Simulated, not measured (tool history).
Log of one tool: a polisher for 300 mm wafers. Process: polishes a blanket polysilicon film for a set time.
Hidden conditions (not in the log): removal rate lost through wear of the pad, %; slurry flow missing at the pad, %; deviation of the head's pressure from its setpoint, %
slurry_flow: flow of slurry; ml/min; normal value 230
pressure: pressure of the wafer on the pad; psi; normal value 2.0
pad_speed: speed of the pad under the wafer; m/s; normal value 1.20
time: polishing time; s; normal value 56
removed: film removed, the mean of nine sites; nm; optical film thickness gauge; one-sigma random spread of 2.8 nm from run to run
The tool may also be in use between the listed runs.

| run | day | slurry_flow | pressure | pad_speed | time | wafers since the last listed run | wafers polished on this pad | hours since the slurry nozzle was cleaned | hours since the head pressure was calibrated | incoming thickness of the incoming film, nm | removed |
|---|---|---|---|---|---|---|---|---|---|---|---|
| 1 | 0.000 | 230 | 2.0 | 1.20 | 56 | 0 | 2842 | 264.4 | 955.5 | 1323.1 | 378.9 |
| 2 | 0.929 | 230 | 2.0 | 1.20 | 56 | 284 | 3127 | 286.7 | 977.8 | 1300.0 | 378.9 |
|  | 1.783 | worn pad replaced by a new one |
| 3 | 2.154 | 255 | 2.0 | 1.20 | 56 | 324 | 114 | 316.1 | 1007.2 | 1333.1 | 383.5 |
| 4 | 3.154 | 255 | 2.0 | 1.20 | 56 | 306 | 420 | 340.1 | 1031.2 | 1325.6 | 381.3 |
| 5 | 3.950 | 255 | 2.0 | 1.20 | 56 | 243 | 664 | 359.2 | 1050.3 | 1326.8 | 382.9 |
| 6 | 5.196 | 230 | 1.7 | 1.20 | 56 | 381 | 1046 | 389.1 | 1080.2 | 1323.1 | 325.4 |
| 7 | 5.867 | 175 | 2.0 | 1.20 | 56 | 205 | 1252 | 405.2 | 1096.3 | 1310.7 | 366.5 |
| 8 | 6.488 | 175 | 2.0 | 1.20 | 56 | 190 | 1442 | 420.1 | 1111.2 | 1308.5 | 364.2 |
| 9 | 7.379 | 175 | 2.0 | 1.20 | 56 | 273 | 1715 | 441.5 | 1132.6 | 1327.3 | 367.5 |
| 10 | 8.650 | 230 | 2.0 | 1.20 | 56 | 389 | 2105 | 472.0 | 1163.1 | 1291.9 | 380.0 |
| 11 | 9.479 | 230 | 2.0 | 1.20 | 56 | 254 | 2359 | 491.9 | 1183.0 | 1321.4 | 384.0 |
| 12 | 10.483 | 305 | 2.2 | 1.42 | 50 | 307 | 2667 | 516.0 | 1207.1 | 1309.1 | 442.4 |
| 13 | 11.479 | 285 | 2.0 | 0.98 | 49 | 305 | 2972 | 539.9 | 1231.0 | 1308.2 | 294.6 |
| 14 | 12.150 | 230 | 2.0 | 1.20 | 56 | 205 | 3178 | 556.0 | 1247.1 | 1316.4 | 381.6 |
| 15 | 13.575 | 230 | 2.0 | 1.08 | 56 | 436 | 3615 | 590.2 | 1281.3 | 1295.7 | 354.6 |
|  | 13.775 | worn pad replaced by a new one |
| 16 | 14.367 | 180 | 2.6 | 1.20 | 56 | 191 | 181 | 609.2 | 1300.3 | 1311.3 | 475.9 |
| 17 | 15.788 | 230 | 2.0 | 1.20 | 56 | 435 | 616 | 643.3 | 1334.4 | 1308.0 | 378.9 |
|  | 16.212 | slurry nozzle cleaned |
| 18 | 16.871 | 230 | 2.0 | 1.20 | 56 | 319 | 936 | 15.8 | 1360.4 | 1331.8 | 387.0 |
| 19 | 17.892 | 230 | 1.4 | 1.06 | 56 | 312 | 1249 | 40.3 | 1384.9 | 1315.1 | 248.1 |
| 20 | 18.604 | 170 | 2.0 | 1.56 | 73 | 218 | 1467 | 57.4 | 1402.0 | 1326.8 | 587.8 |
| 21 | 20.058 | 230 | 2.0 | 1.20 | 56 | 445 | 1913 | 92.3 | 1436.9 | 1312.6 | 388.5 |
| 22 | 21.300 | 230 | 2.0 | 1.20 | 41 | 380 | 2293 | 122.1 | 1466.7 | 1338.5 | 284.7 |

For run 23, what comes out?
| 23 | 22.717 | 230 | 2.0 | 1.40 | 56 | 434 | 2728 | 156.1 | 1500.7 | 1326.5 | ? |

For run 23 the tool returned removed 430.5 nm.
If the tool had no hidden condition, the same run with the same run-to-run variation would have returned removed 385.3 nm.
